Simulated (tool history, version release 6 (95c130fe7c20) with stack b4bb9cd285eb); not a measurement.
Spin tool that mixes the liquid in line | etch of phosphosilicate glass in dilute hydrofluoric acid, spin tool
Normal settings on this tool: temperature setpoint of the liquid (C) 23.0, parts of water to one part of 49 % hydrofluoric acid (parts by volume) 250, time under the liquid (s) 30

run	hour	temperature setpoint of the liquid (C)	parts of water to one part of 49 % hydrofluoric acid (parts by volume)	time under the liquid (s)	wafers since the last listed run	hours since the thermometer was replaced	hours since the hydrofluoric acid flow meter was replaced	hours since the gauge calibration	read-back film thickness of the phosphosilicate glass reference wafer, read on the same gauge (nm)	thickness taken off the phosphosilicate glass on a monitor wafer (Å)
1	0.0	23.0	250	40	0	1326.1	588.9	194.0	70.03	192.1
2	26.6	23.0	250	40	455	1352.7	615.5	220.6	70.02	192.6
# hour 31.1: gauge calibrated
3	60.3	23.0	250	30	577	1386.4	649.2	29.2	70.00	143.2
4	75.6	23.0	250	30	262	1401.7	664.5	44.5	69.98	142.8
5	90.2	23.0	250	30	250	1416.3	679.1	59.1	69.98	143.4
6	107.5	23.0	250	30	296	1433.6	696.4	76.4	70.00	144.0
7	126.6	23.0	250	30	327	1452.7	715.5	95.5	69.99	142.7
8	159.7	23.0	250	30	567	1485.8	748.6	128.6	70.00	142.7
# hour 167.8: thermometer replaced
9	189.7	23.0	250	30	497	21.9	778.6	158.6	70.03	141.9
10	213.5	23.0	250	30	407	45.7	802.4	182.4	70.01	145.5
11	235.3	21.5	330	45	373	67.5	824.2	204.2	70.01	142.6
# hour 252.0: gauge calibrated
12	266.3	23.0	250	30	531	98.5	855.2	14.3	70.01	144.4
13	294.0	26.5	250	30	474	126.2	882.9	42.0	70.00	163.2
14	315.2	21.0	250	30	363	147.4	904.1	63.2	70.01	133.7
15	347.1	23.0	345	15	546	179.3	936.0	95.1	70.00	47.8
# hour 349.9: hydrofluoric acid flow meter replaced
16	366.2	26.0	170	15	310	198.4	16.3	114.2	70.02	127.6
17	382.8	21.5	370	25	284	215.0	32.9	130.8	70.00	68.4
18	402.5	20.5	250	50	337	234.7	52.6	150.5	70.02	218.3

Forecast run 19:
19	437.6	23.0	250	30	601	269.8	87.7	185.6	?	?

For run 19 the tool returned read-back film thickness of the phosphosilicate glass reference wafer, read on the same gauge (nm) 69.97, thickness taken off the phosphosilicate glass on a monitor wafer (Å) 144.0.
Minus the tool's unlogged condition, the same run would have read thickness taken off the phosphosilicate glass on a monitor wafer (Å) 144.0.

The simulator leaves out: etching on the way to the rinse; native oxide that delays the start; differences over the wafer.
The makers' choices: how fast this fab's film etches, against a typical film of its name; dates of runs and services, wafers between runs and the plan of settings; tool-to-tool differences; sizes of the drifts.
